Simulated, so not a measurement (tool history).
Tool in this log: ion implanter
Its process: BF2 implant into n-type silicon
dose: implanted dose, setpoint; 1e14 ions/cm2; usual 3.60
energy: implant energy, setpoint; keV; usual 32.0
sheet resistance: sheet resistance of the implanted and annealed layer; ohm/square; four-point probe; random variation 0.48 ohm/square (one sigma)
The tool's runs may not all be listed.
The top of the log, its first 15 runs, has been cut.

| run | day | dose | energy | read-back reference wafer on the same gauge, sheet resistance | sheet resistance |
|---|---|---|---|---|---|
| 16 | 56.429 | 3.60 | 32.0 | 289.98 | 322.84 |
| 17 | 58.296 | 3.16 | 29.0 | 290.05 | 365.17 |
| 18 | 61.725 | 4.62 | 28.0 | 290.06 | 265.43 |
| 19 | 64.562 | 3.60 | 32.0 | 290.10 | 322.19 |
|  | 65.662 | Faraday cup replaced and dose calibrated |
| 20 | 68.154 | 3.60 | 32.0 | 290.06 | 320.51 |
| 21 | 72.150 | 3.10 | 38.0 | 289.95 | 358.54 |
| 22 | 74.325 | 4.18 | 22.5 | 290.02 | 296.99 |
| 23 | 76.196 | 4.05 | 41.0 | 290.10 | 281.47 |
| 24 | 78.292 | 2.57 | 35.5 | 289.96 | 423.69 |
| 25 | 81.004 | 3.21 | 32.0 | 289.91 | 354.79 |
| 26 | 83.567 | 4.18 | 32.0 | 289.95 | 281.67 |
| 27 | 87.875 | 3.60 | 32.0 | 290.09 | 321.35 |
| 28 | 90.425 | 4.54 | 41.0 | 290.09 | 256.04 |
|  | 90.871 | extraction supply calibrated |
| 29 | 94.429 | 3.60 | 42.5 | 290.11 | 312.53 |
| 30 | 104.575 | 4.03 | 22.5 | 290.04 | 306.68 |
| 31 | 106.288 | 2.58 | 22.5 | 289.93 | 443.58 |
| 32 | 110.746 | 3.05 | 24.0 | 289.97 | 383.24 |
| 33 | 114.892 | 4.25 | 28.0 | 289.98 | 283.91 |
| 34 | 119.188 | 3.60 | 32.0 | 290.00 | 321.92 |
|  | 120.346 | gauge calibrated |
| 35 | 121.583 | 3.60 | 21.5 | 290.06 | 337.99 |
| 36 | 125.462 | 3.60 | 32.0 | 290.02 | 322.98 |
| 37 | 129.112 | 4.02 | 32.0 | 290.05 | 292.05 |
| 38 | 132.262 | 4.12 | 24.5 | 290.00 | 297.58 |

Each row is a separate what-if for the run after 38, all from the same tool condition, not one after another. Results?
| A | 132.279 | 3.60 | 36.0 | ? | ? |
| B | 132.279 | 2.60 | 37.0 | ? | ? |
| C | 132.279 | 4.57 | 40.5 | ? | ? |

| run | read-back reference wafer on the same gauge, sheet resistance | sheet resistance |
|---|---|---|
| A | 290.01 | 318.29 |
| B | 290.01 | 420.03 |
| C | 290.01 | 255.01 |
Stripped of hidden state, with their random variation kept, the same runs would have yielded:
| run | sheet resistance |
|---|---|
| A | 315.43 |
| B | 416.44 |
| C | 252.74 |

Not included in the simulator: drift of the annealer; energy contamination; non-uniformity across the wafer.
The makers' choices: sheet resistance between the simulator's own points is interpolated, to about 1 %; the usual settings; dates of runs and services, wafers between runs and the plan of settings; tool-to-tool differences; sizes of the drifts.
